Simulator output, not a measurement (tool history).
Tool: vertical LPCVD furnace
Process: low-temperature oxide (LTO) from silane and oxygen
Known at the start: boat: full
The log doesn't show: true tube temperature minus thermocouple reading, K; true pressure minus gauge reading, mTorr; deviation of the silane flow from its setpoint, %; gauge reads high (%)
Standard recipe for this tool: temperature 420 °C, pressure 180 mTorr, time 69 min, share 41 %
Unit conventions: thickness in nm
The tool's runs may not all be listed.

| run | hour | temperature | pressure | time | share | wafers since the last listed run | hours since the last temperature calibration | hours since the pressure gauge was zeroed | hours since the silane flow controller was replaced | hours since the gauge calibration | read-back reference wafer on the same gauge, thickness | thickness |
|---|---|---|---|---|---|---|---|---|---|---|---|---|
| 1 | 0 | 420 | 180 | 69 | 41 | 0 | 4477.7 | 4049.8 | 3276.1 | 426.4 | 678.1 | 726.87 |
| 2 | 77.8 | 420 | 180 | 69 | 41 | 1388 | 4555.5 | 4127.6 | 3353.9 | 504.2 | 677.53 | 724.05 |
| 3 | 149.3 | 420 | 180 | 69 | 41 | 1276 | 4627 | 4199.1 | 3425.4 | 575.7 | 677.89 | 725.75 |
| 4 | 190.5 | 420 | 180 | 69 | 41 | 735 | 4668.2 | 4240.3 | 3466.6 | 616.9 | 678.33 | 721.71 |
| 5 | 287.4 | 420 | 180 | 69 | 41 | 1729 | 4765.1 | 4337.2 | 3563.5 | 713.8 | 677.88 | 723.49 |
| 6 | 606.8 | 420 | 180 | 69 | 41 | 5701 | 5084.5 | 4656.6 | 3882.9 | 1033.2 | 678.41 | 716.25 |
|  | 665.6 | thermocouples replaced and temperature profile calibrated |
| 7 | 666.1 | 420 | 180 | 69 | 41 | 630 | 0.5 | 4715.9 | 3942.2 | 1092.5 | 678.45 | 688.93 |
| 8 | 708.2 | 420 | 180 | 69 | 41 | 751 | 42.6 | 4758 | 3984.3 | 1134.6 | 677.67 | 689.6 |
|  | 787.4 | gauge calibrated |
| 9 | 794.6 | 420 | 180 | 69 | 41 | 1542 | 129 | 4844.4 | 4070.7 | 7.2 | 678.34 | 691 |
| 10 | 831.6 | 420 | 180 | 69 | 41 | 660 | 166 | 4881.4 | 4107.7 | 44.2 | 678.15 | 691.14 |
| 11 | 924.6 | 420 | 180 | 69 | 41 | 1660 | 259 | 4974.4 | 4200.7 | 137.2 | 678.32 | 686.77 |
|  | 972.7 | silane flow controller replaced |
| 12 | 1000 | 431 | 180 | 69 | 49 | 917 | 334.4 | 5049.8 | 27.3 | 212.6 | 678.02 | 956.35 |
|  | 1038.3 | pressure gauge zeroed |
| 13 | 1077.4 | 411 | 180 | 52.5 | 41 | 953 | 411.8 | 39.1 | 104.7 | 290 | 677.89 | 507.07 |
| 14 | 1162.1 | 420 | 180 | 69 | 41 | 1511 | 496.5 | 123.8 | 189.4 | 374.7 | 677.52 | 730.44 |
| 15 | 1210.6 | 420 | 220 | 77 | 41 | 865 | 545 | 172.3 | 237.9 | 423.2 | 678.47 | 993.71 |
| 16 | 1253.3 | 413 | 135 | 83.5 | 49 | 762 | 587.7 | 215 | 280.6 | 465.9 | 677.41 | 732.33 |

Run 17, settings as shown, results not yet in. Your forecast:
| 17 | 1300.1 | 410 | 180 | 58.5 | 37 | 835 | 634.5 | 261.8 | 327.4 | 512.7 | ? | ? |

{"run 17": {"read-back reference wafer on the same gauge, thickness": 677.9, "thickness": 493.97}}
With no hidden state in the tool, this same run would have given thickness 484.82 nm.
